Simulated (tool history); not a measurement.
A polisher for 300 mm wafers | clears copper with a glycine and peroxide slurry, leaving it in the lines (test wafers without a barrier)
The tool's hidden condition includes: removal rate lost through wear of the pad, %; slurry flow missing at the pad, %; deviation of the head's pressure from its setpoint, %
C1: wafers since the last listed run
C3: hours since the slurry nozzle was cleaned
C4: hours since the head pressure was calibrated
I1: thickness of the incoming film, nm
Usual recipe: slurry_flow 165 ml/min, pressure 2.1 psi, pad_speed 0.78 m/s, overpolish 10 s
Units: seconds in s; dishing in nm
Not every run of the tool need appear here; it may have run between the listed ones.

{"run": 1, "hour": 0.0, "slurry_flow": 165, "pressure": 2.1, "pad_speed": 0.78, "overpolish": 7, "C1": 0, "wafers polished on this pad": 1761, "C3": 331.4, "C4": 1027.1, "I1": 578.2, "seconds": 177.7, "dishing": 15.1}
{"run": 2, "hour": 50.2, "slurry_flow": 165, "pressure": 2.1, "pad_speed": 0.78, "overpolish": 7, "C1": 399, "wafers polished on this pad": 2160, "C3": 381.6, "C4": 1077.3, "I1": 585, "seconds": 182.1, "dishing": 14.9}
{"run": 3, "hour": 127.9, "slurry_flow": 165, "pressure": 2.1, "pad_speed": 0.78, "overpolish": 7, "C1": 618, "wafers polished on this pad": 2779, "C3": 459.3, "C4": 1155, "I1": 585.5, "seconds": 188.3, "dishing": 14.9}
{"run": 4, "hour": 164.7, "slurry_flow": 165, "pressure": 2.1, "pad_speed": 0.78, "overpolish": 10, "C1": 292, "wafers polished on this pad": 3071, "C3": 496.1, "C4": 1191.8, "I1": 586.8, "seconds": 188.4, "dishing": 20}
{"hour": 175.2, "done": "worn pad replaced by a new one"}
{"hour": 232.0, "done": "head pressure recalibrated"}
{"run": 5, "hour": 266.2, "slurry_flow": 165, "pressure": 2.1, "pad_speed": 0.78, "overpolish": 10, "C1": 759, "wafers polished on this pad": 708, "C3": 597.6, "C4": 34.2, "I1": 585.3, "seconds": 191.7, "dishing": 19.7}
{"run": 6, "hour": 361.6, "slurry_flow": 165, "pressure": 2.5, "pad_speed": 0.78, "overpolish": 10, "C1": 759, "wafers polished on this pad": 1467, "C3": 693, "C4": 129.6, "I1": 585.6, "seconds": 175.1, "dishing": 21.5}
{"run": 7, "hour": 427.1, "slurry_flow": 165, "pressure": 2.1, "pad_speed": 0.78, "overpolish": 10, "C1": 521, "wafers polished on this pad": 1988, "C3": 758.5, "C4": 195.1, "I1": 579.9, "seconds": 202.7, "dishing": 18.9}
{"hour": 429.6, "done": "slurry nozzle cleaned"}
{"run": 8, "hour": 470.2, "slurry_flow": 165, "pressure": 2.1, "pad_speed": 0.78, "overpolish": 10, "C1": 334, "wafers polished on this pad": 2323, "C3": 40.6, "C4": 238.2, "I1": 577.5, "seconds": 198.5, "dishing": 18.8}
{"run": 9, "hour": 537.6, "slurry_flow": 165, "pressure": 2.1, "pad_speed": 0.78, "overpolish": 10, "C1": 536, "wafers polished on this pad": 2859, "C3": 108, "C4": 305.6, "I1": 588.7, "seconds": 208.5, "dishing": 18.3}
{"hour": 613.8, "done": "worn pad replaced by a new one"}
{"run": 10, "hour": 627.3, "slurry_flow": 165, "pressure": 2.1, "pad_speed": 0.78, "overpolish": 10, "C1": 681, "wafers polished on this pad": 107, "C3": 197.7, "C4": 395.3, "I1": 583.5, "seconds": 178, "dishing": 20.6}
{"run": 11, "hour": 720.8, "slurry_flow": 165, "pressure": 2.1, "pad_speed": 0.78, "overpolish": 10, "C1": 743, "wafers polished on this pad": 851, "C3": 291.2, "C4": 488.8, "I1": 579.2, "seconds": 188.6, "dishing": 20.3}
{"run": 12, "hour": 774.8, "slurry_flow": 165, "pressure": 2.1, "pad_speed": 0.78, "overpolish": 10, "C1": 429, "wafers polished on this pad": 1281, "C3": 345.2, "C4": 542.8, "I1": 581.9, "seconds": 184.2, "dishing": 19.8}
{"run": 13, "hour": 823.8, "slurry_flow": 165, "pressure": 2.1, "pad_speed": 0.78, "overpolish": 14, "C1": 389, "wafers polished on this pad": 1671, "C3": 394.2, "C4": 591.8, "I1": 588.3, "seconds": 191, "dishing": 25.7}
{"run": 14, "hour": 920.7, "slurry_flow": 165, "pressure": 2.6, "pad_speed": 0.78, "overpolish": 10, "C1": 771, "wafers polished on this pad": 2442, "C3": 491.1, "C4": 688.7, "I1": 590.8, "seconds": 166.2, "dishing": 22}
{"run": 15, "hour": 1039.7, "slurry_flow": 165, "pressure": 2.6, "pad_speed": 0.78, "overpolish": 10, "C1": 946, "wafers polished on this pad": 3389, "C3": 610.1, "C4": 807.7, "I1": 584.9, "seconds": 172, "dishing": 22.3}
{"run": 16, "hour": 1086.3, "slurry_flow": 165, "pressure": 2.4, "pad_speed": 0.78, "overpolish": 10, "C1": 370, "wafers polished on this pad": 3759, "C3": 656.7, "C4": 854.3, "I1": 586.6, "seconds": 184, "dishing": 20.5}
{"hour": 1096.8, "done": "worn pad replaced by a new one"}
{"hour": 1179.4, "done": "slurry nozzle cleaned"}
{"run": 17, "hour": 1182.2, "slurry_flow": 165, "pressure": 2.1, "pad_speed": 0.58, "overpolish": 10, "C1": 723, "wafers polished on this pad": 671, "C3": 2.8, "C4": 950.2, "I1": 591.3, "seconds": 210.1, "dishing": 19}
{"run": 18, "hour": 1224.3, "slurry_flow": 220, "pressure": 1.8, "pad_speed": 0.78, "overpolish": 10, "C1": 334, "wafers polished on this pad": 1006, "C3": 44.9, "C4": 992.3, "I1": 582.2, "seconds": 197.8, "dishing": 19.5}
{"run": 19, "hour": 1277.0, "slurry_flow": 130, "pressure": 2.1, "pad_speed": 0.78, "overpolish": 5, "C1": 419, "wafers polished on this pad": 1426, "C3": 97.6, "C4": 1045, "I1": 586.8, "seconds": 185.7, "dishing": 10.9}
{"run": 20, "hour": 1321.2, "slurry_flow": 110, "pressure": 2.1, "pad_speed": 0.58, "overpolish": 8, "C1": 351, "wafers polished on this pad": 1777, "C3": 141.8, "C4": 1089.2, "I1": 585.3, "seconds": 220.7, "dishing": 14.5}
{"hour": 1363.0, "done": "head pressure recalibrated"}
{"run": 21, "hour": 1413.5, "slurry_flow": 125, "pressure": 2.1, "pad_speed": 0.78, "overpolish": 5, "C1": 718, "wafers polished on this pad": 2496, "C3": 234.1, "C4": 50.5, "I1": 595.6, "seconds": 207.1, "dishing": 10}
{"run": 22, "hour": 1483.4, "slurry_flow": 135, "pressure": 2.1, "pad_speed": 0.78, "overpolish": 15, "C1": 556, "wafers polished on this pad": 3052, "C3": 304, "C4": 120.4, "I1": 585.6, "seconds": 211, "dishing": 25.6}
{"hour": 1508.5, "done": "worn pad replaced by a new one"}
{"run": 23, "hour": 1579.9, "slurry_flow": 135, "pressure": 2.1, "pad_speed": 0.78, "overpolish": 15, "C1": 736, "wafers polished on this pad": 568, "C3": 400.5, "C4": 216.9, "I1": 584.5, "seconds": 192.7, "dishing": 27.1}
{"run": 24, "hour": 1629.1, "slurry_flow": 115, "pressure": 2.7, "pad_speed": 0.9, "overpolish": 10, "C1": 391, "wafers polished on this pad": 959, "C3": 449.7, "C4": 266.1, "I1": 589.7, "seconds": 151.7, "dishing": 23.7}
{"run": 25, "hour": 1690.2, "slurry_flow": 165, "pressure": 2.1, "pad_speed": 0.78, "overpolish": 10, "C1": 486, "wafers polished on this pad": 1445, "C3": 510.8, "C4": 327.2, "I1": 578.4, "seconds": 184.1, "dishing": 19.6}
{"run": 26, "hour": 1751.5, "slurry_flow": 165, "pressure": 1.5, "pad_speed": 0.78, "overpolish": 10, "C1": 487, "wafers polished on this pad": 1933, "C3": 572.1, "C4": 388.5, "I1": 592.8, "seconds": 245, "dishing": 15.7}
{"run": 27, "hour": 1806.3, "slurry_flow": 165, "pressure": 2.5, "pad_speed": 0.78, "overpolish": 10, "C1": 436, "wafers polished on this pad": 2369, "C3": 626.9, "C4": 443.3, "I1": 587.6, "seconds": 176.4, "dishing": 21.5}
{"run": 28, "hour": 1897.2, "slurry_flow": 210, "pressure": 2.5, "pad_speed": 0.92, "overpolish": 10, "C1": 723, "wafers polished on this pad": 3092, "C3": 717.8, "C4": 534.2, "I1": 576, "seconds": 155.7, "dishing": 22.8}
{"run": 29, "hour": 1954.2, "slurry_flow": 165, "pressure": 1.6, "pad_speed": 0.78, "overpolish": 13, "C1": 453, "wafers polished on this pad": 3546, "C3": 774.8, "C4": 591.2, "I1": 575.7, "seconds": 246.5, "dishing": 19.7}
{"hour": 1972.1, "done": "slurry nozzle cleaned"}
{"run": 30, "hour": 1990.5, "slurry_flow": 165, "pressure": 2.1, "pad_speed": 0.78, "overpolish": 10, "C1": 280, "wafers polished on this pad": 3827, "C3": 18.4, "C4": 627.5, "I1": 586.6, "seconds": 204.2, "dishing": 18.5}
{"hour": 2010.0, "done": "worn pad replaced by a new one"}
{"run": 31, "hour": 2097.9, "slurry_flow": 165, "pressure": 2.1, "pad_speed": 0.78, "overpolish": 15, "C1": 822, "wafers polished on this pad": 699, "C3": 125.8, "C4": 734.9, "I1": 590.7, "seconds": 180.4, "dishing": 28.3}
{"run": 32, "hour": 2152.5, "slurry_flow": 165, "pressure": 1.6, "pad_speed": 0.78, "overpolish": 7, "C1": 434, "wafers polished on this pad": 1134, "C3": 180.4, "C4": 789.5, "I1": 584.3, "seconds": 229.2, "dishing": 12.5}
{"run": 33, "hour": 2252.9, "slurry_flow": 165, "pressure": 1.8, "pad_speed": 0.86, "overpolish": 10, "C1": 798, "wafers polished on this pad": 1933, "C3": 280.8, "C4": 889.9, "I1": 582, "seconds": 196.4, "dishing": 19}
{"run": 34, "hour": 2293.9, "slurry_flow": 135, "pressure": 1.5, "pad_speed": 0.98, "overpolish": 8, "C1": 326, "wafers polished on this pad": 2259, "C3": 321.8, "C4": 930.9, "I1": 583.5, "seconds": 230.2, "dishing": 14.1}

Some steps in seconds, run to run, broken into two amounts with sign: the step expected even without the hidden condition (settings, incoming material, random variation), and the rest, left for the hidden condition together with whatever gauge scatter is not in both the measured and the hidden-condition-free result:
Run 9 -> 10: worn pad replaced by a new one. seconds -30.5 s: hidden state -22.4, all else -8.1.
Run 22 -> 23: worn pad replaced by a new one. seconds -18.3 s: hidden state -19.5, all else +1.2.
Run 25 -> 26: pressure 2.1 -> 1.5. seconds +60.9 s: hidden state +6.9, all else +54.
Run 26 -> 27: pressure 1.5 -> 2.5. seconds -68.6 s: hidden state -2.7, all else -65.9.
Run 28 -> 29: slurry_flow 210 -> 165, pressure 2.5 -> 1.6, pad_speed 0.92 -> 0.78, overpolish 10 -> 13. seconds +90.8 s: hidden state +12.6, all else +78.2.
Run 30 -> 31: overpolish 10 -> 15, worn pad replaced by a new one. seconds -23.8 s: hidden state -22.6, all else -1.2.

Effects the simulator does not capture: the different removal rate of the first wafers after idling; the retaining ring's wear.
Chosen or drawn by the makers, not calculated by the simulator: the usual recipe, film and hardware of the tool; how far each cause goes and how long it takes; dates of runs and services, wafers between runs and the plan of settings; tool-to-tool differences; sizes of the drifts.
